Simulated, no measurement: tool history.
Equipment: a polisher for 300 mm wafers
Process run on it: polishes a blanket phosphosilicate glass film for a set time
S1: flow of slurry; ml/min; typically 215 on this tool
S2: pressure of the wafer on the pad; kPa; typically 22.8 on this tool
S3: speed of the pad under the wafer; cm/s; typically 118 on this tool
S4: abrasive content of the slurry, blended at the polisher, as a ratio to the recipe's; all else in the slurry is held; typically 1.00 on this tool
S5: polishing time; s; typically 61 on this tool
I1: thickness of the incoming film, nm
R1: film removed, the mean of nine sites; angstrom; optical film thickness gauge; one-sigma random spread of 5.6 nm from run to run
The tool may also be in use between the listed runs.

Run 1, day 0.000: usual settings but S5 57 s; I1 4056.1. Result: R1 5200 angstrom.
Run 2, day 0.538: usual settings but S3 148 cm/s; I1 4086.5. Result: R1 6647 angstrom.
Run 3, day 0.954: usual settings but S3 148 cm/s; I1 4011.8. Result: R1 6638 angstrom.
Run 4, day 1.379: usual settings but S3 148 cm/s; I1 4059.1. Result: R1 6793 angstrom.
Run 5, day 1.833: usual settings; I1 4080.0. Result: R1 5569 angstrom.
Run 6, day 2.792: usual settings; I1 3981.6. Result: R1 5500 angstrom.
Run 7, day 3.321: usual settings; I1 4072.5. Result: R1 5537 angstrom.
Run 8, day 3.621: usual settings; I1 4076.9. Result: R1 5460 angstrom.
At day 3.788: worn pad replaced by a new one.
Run 9, day 4.367: usual settings but S1 180 ml/min, S2 26.2 kPa; I1 4075.5. Result: R1 6146 angstrom.
Run 10, day 4.750: usual settings; I1 4054.1. Result: R1 5522 angstrom.
Run 11, day 5.479: usual settings; I1 4074.5. Result: R1 5425 angstrom.
Run 12, day 5.838: usual settings; I1 4030.5. Result: R1 5389 angstrom.
Run 13, day 6.479: usual settings; I1 4114.4. Result: R1 5557 angstrom.
At day 6.683: head pressure recalibrated.
Run 14, day 6.817: usual settings but S1 260 ml/min, S2 29.6 kPa; I1 4027.3. Result: R1 6950 angstrom.
Run 15, day 7.342: usual settings but S2 20.7 kPa, S5 46 s; I1 4014.6. Result: R1 3822 angstrom.
Run 16, day 7.629: usual settings but S1 290 ml/min, S3 84 cm/s; I1 4049.1. Result: R1 4265 angstrom.
At day 8.150: worn pad replaced by a new one.
Run 17, day 8.354: usual settings but S1 180 ml/min, S3 156 cm/s, S5 45 s; I1 4037.1. Result: R1 4842 angstrom.
At day 8.567: slurry nozzle cleaned.
Run 18, day 8.904: usual settings but S1 150 ml/min; I1 4015.7. Result: R1 5444 angstrom.
At day 9.371: conditioning disc replaced and pad reconditioned.
At day 9.808: slurry blender recalibrated.
Run 19, day 10.396: usual settings but S1 175 ml/min, S3 144 cm/s, S4 0.85; I1 4104.6. Result: R1 6051 angstrom.
Run 20, day 10.846: usual settings but S3 144 cm/s, S4 0.70, S5 47 s; I1 4061.0. Result: R1 4410 angstrom.
Run 21, day 11.462: usual settings but S2 15.9 kPa, S3 150 cm/s, S4 1.25; I1 4109.7. Result: R1 5431 angstrom.
Run 22, day 11.867: usual settings but S1 195 ml/min; I1 4086.8. Result: R1 5526 angstrom.
Run 23, day 12.138: usual settings but S5 79 s; I1 4037.7. Result: R1 7263 angstrom.
Run 24, day 12.412: usual settings but S1 265 ml/min, S2 18.6 kPa, S4 0.80; I1 4029.4. Result: R1 4364 angstrom.
At day 13.000: worn pad replaced by a new one.
Run 25, day 13.029: usual settings; I1 4117.8. Result: R1 5491 angstrom.
Run 26, day 15.175: usual settings but S5 40 s; I1 4096.0. Result: R1 3546 angstrom.

4 options for the next run, each taken on its own from the tool as it stands now. Forecast them:
Run A, day 15.192: usual settings; I1 4102.0. Result: R1 ?.
Run B, day 15.192: usual settings but S2 17.9 kPa, S3 76 cm/s; I1 4102.0. Result: R1 ?.
Run C, day 15.192: usual settings but S2 25.5 kPa, S3 94 cm/s, S4 0.80; I1 4102.0. Result: R1 ?.
Run D, day 15.192: usual settings but S2 15.2 kPa; I1 4102.0. Result: R1 ?.

run    R1
  A  5587
  B  3205
  C  4755
  D  3968
Had the tool no hidden state, the same runs would have come out as:
run    R1
  A  5749
  B  3298
  C  4893
  D  4083
